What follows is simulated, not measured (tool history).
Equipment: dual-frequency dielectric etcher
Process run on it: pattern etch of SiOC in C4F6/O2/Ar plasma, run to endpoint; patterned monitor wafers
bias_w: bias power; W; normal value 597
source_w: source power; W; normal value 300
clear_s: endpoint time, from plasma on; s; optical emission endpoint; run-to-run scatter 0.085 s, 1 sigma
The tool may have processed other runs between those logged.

| run | day | bias_w | source_w | incoming incoming film thickness, nm | clear_s |
|---|---|---|---|---|---|
| 1 | 0.000 | 670 | 300 | 45.12 | 14.5 |
| 2 | 1.992 | 645 | 300 | 45.22 | 14.8 |
| 3 | 3.846 | 645 | 300 | 45.48 | 15.1 |
| 4 | 5.771 | 645 | 300 | 45.18 | 14.9 |
| 5 | 8.500 | 597 | 300 | 45.20 | 15.4 |
| 6 | 11.262 | 597 | 300 | 45.32 | 15.3 |
| 7 | 20.525 | 597 | 300 | 45.56 | 15.7 |
| 8 | 22.100 | 597 | 300 | 45.13 | 15.5 |
|  | 25.033 | source power generator calibrated |
|  | 25.588 | wet clean of the chamber |
| 9 | 27.092 | 597 | 300 | 45.25 | 15.3 |
|  | 30.188 | upper electrode replaced |
| 10 | 30.433 | 597 | 300 | 45.29 | 15.3 |
| 11 | 42.525 | 668 | 300 | 45.48 | 15.1 |
| 12 | 46.821 | 668 | 300 | 45.82 | 15.2 |
| 13 | 48.346 | 546 | 300 | 45.66 | 16.2 |
|  | 50.379 | wet clean of the chamber |
| 14 | 50.400 | 597 | 300 | 45.13 | 15.3 |
| 15 | 51.783 | 453 | 370 | 45.55 | 15.2 |
| 16 | 54.838 | 597 | 300 | 45.19 | 15.3 |
| 17 | 56.533 | 454 | 350 | 45.65 | 15.8 |
| 18 | 69.200 | 524 | 370 | 44.87 | 14.5 |
|  | 71.621 | bias power generator calibrated |
| 19 | 71.846 | 685 | 380 | 45.36 | 13.4 |
| 20 | 76.258 | 724 | 360 | 45.29 | 13.4 |
| 21 | 78.367 | 487 | 350 | 45.27 | 15.7 |
|  | 82.604 | wet clean of the chamber |
| 22 | 82.625 | 497 | 360 | 45.58 | 14.8 |
| 23 | 83.921 | 597 | 300 | 45.11 | 15.1 |
| 24 | 86.558 | 491 | 250 | 45.73 | 18.4 |
| 25 | 89.800 | 597 | 300 | 44.93 | 15.3 |
| 26 | 92.642 | 512 | 230 | 44.50 | 18.5 |
| 27 | 96.121 | 597 | 300 | 45.19 | 15.4 |
| 28 | 99.138 | 532 | 360 | 45.47 | 14.7 |
| 29 | 103.412 | 597 | 380 | 45.08 | 13.8 |
| 30 | 107.908 | 671 | 300 | 45.95 | 15.2 |
|  | 111.021 | wet clean of the chamber |
| 31 | 112.092 | 494 | 240 | 45.05 | 18.2 |
| 32 | 114.938 | 597 | 300 | 45.80 | 15.5 |
| 33 | 117.488 | 597 | 300 | 44.88 | 15.1 |

What will run 34 give?
| 34 | 120.079 | 705 | 300 | 44.99 | ? |

For run 34 the tool returned clear_s 14.4 s.
Had the tool carried no hidden state, the very same run would have given clear_s 14.3 s.
